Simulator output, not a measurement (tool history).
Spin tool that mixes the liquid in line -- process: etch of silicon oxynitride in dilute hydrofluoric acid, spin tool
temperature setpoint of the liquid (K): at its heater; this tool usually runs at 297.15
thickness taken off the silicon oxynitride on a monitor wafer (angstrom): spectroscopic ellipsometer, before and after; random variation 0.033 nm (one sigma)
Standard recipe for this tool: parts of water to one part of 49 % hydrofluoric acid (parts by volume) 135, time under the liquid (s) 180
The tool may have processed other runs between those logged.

run,hour,temperature setpoint of the liquid (K),parts of water to one part of 49 % hydrofluoric acid (parts by volume),time under the liquid (s),wafers since the last listed run,hours since the thermometer was replaced,hours since the hydrofluoric acid flow meter was replaced,hours since the gauge calibration,"read-back film thickness of the silicon oxynitride reference wafer, read on the same gauge (nm)",thickness taken off the silicon oxynitride on a monitor wafer (angstrom)
1,0.0,297.15,135,180,0,1194.6,828.1,2796.8,50.005,36.08
2,94.0,297.15,135,180,708,1288.6,922.1,2890.8,49.986,35.98
3,172.4,297.15,90,180,590,1367.0,1000.5,2969.2,50.004,55.94
# hour 173.8: hydrofluoric acid flow meter replaced
4,264.8,297.15,95,180,688,1459.4,91.0,3061.6,50.010,53.58
5,340.4,297.15,95,180,569,1535.0,166.6,3137.2,49.983,53.11
6,447.1,297.15,135,180,804,1641.7,273.3,3243.9,50.000,36.51
7,496.0,297.15,135,180,368,1690.6,322.2,3292.8,50.005,36.74
8,554.1,297.15,135,150,437,1748.7,380.3,3350.9,50.051,30.48
9,650.1,297.15,135,150,723,1844.7,476.3,3446.9,50.015,30.73
10,697.6,297.15,135,150,357,1892.2,523.8,3494.4,49.979,30.12
11,752.7,297.15,135,180,415,1947.3,578.9,3549.5,50.016,36.76
12,847.9,297.15,170,215,717,2042.5,674.1,3644.7,50.020,33.54
13,931.9,297.15,170,215,633,2126.5,758.1,3728.7,49.989,34.34
14,998.9,297.15,135,155,504,2193.5,825.1,3795.7,50.026,32.07
15,1069.5,297.15,135,155,532,2264.1,895.7,3866.3,49.985,31.88
16,1116.3,301.65,170,95,352,2310.9,942.5,3913.1,49.982,17.98
# hour 1148.8: gauge calibrated
17,1189.3,297.15,135,180,550,2383.9,1015.5,40.5,49.990,37.00
# hour 1243.0: hydrofluoric acid flow meter replaced
18,1255.6,297.15,135,180,492,2450.2,12.6,106.8,49.984,36.38
19,1362.7,292.65,90,210,807,2557.3,119.7,213.9,49.982,53.86
20,1426.8,297.15,135,180,483,2621.4,183.8,278.0,50.039,37.27
21,1490.1,297.15,105,75,477,2684.7,247.1,341.3,50.018,20.22
22,1571.8,297.15,135,180,615,2766.4,328.8,423.0,50.026,37.51
# hour 1655.1: thermometer replaced
23,1676.3,302.15,135,105,780,21.2,433.3,527.5,50.036,25.58
24,1715.7,297.15,135,180,296,60.6,472.7,566.9,49.988,35.19
25,1759.5,297.15,135,180,330,104.4,516.5,610.7,50.016,35.74
26,1894.5,298.65,160,180,1017,239.4,651.5,745.7,50.039,31.86
27,1945.8,301.15,90,120,386,290.7,702.8,797.0,49.983,44.95
28,1994.1,294.15,180,180,364,339.0,751.1,845.3,50.010,22.48
29,2080.4,297.15,175,180,650,425.3,837.4,931.6,49.974,26.61
30,2145.7,295.65,100,85,492,490.6,902.7,996.9,50.025,21.96
# hour 2236.0: hydrofluoric acid flow meter replaced
31,2246.7,297.15,190,70,753,591.6,10.7,1097.9,50.001,9.60
32,2322.0,301.15,135,250,567,666.9,86.0,1173.2,50.035,59.36
33,2550.6,297.15,135,180,1722,895.5,314.6,1401.8,50.001,36.23
34,2642.9,292.15,70,180,695,987.8,406.9,1494.1,50.013,57.78

Forecast each of these 3 alternatives for the next run:
A,2643.4,297.15,135,180,3,988.3,407.4,1494.6,?,?
B,2643.4,294.65,135,180,3,988.3,407.4,1494.6,?,?
C,2643.4,294.15,135,215,3,988.3,407.4,1494.6,?,?

run,"read-back film thickness of the silicon oxynitride reference wafer, read on the same gauge (nm)",thickness taken off the silicon oxynitride on a monitor wafer (angstrom)
A,50.019,36.03
B,50.019,32.08
C,50.019,37.43
With no hidden state in the tool, these same runs would have given:
run,thickness taken off the silicon oxynitride on a monitor wafer (angstrom)
A,34.74
B,30.91
C,36.05
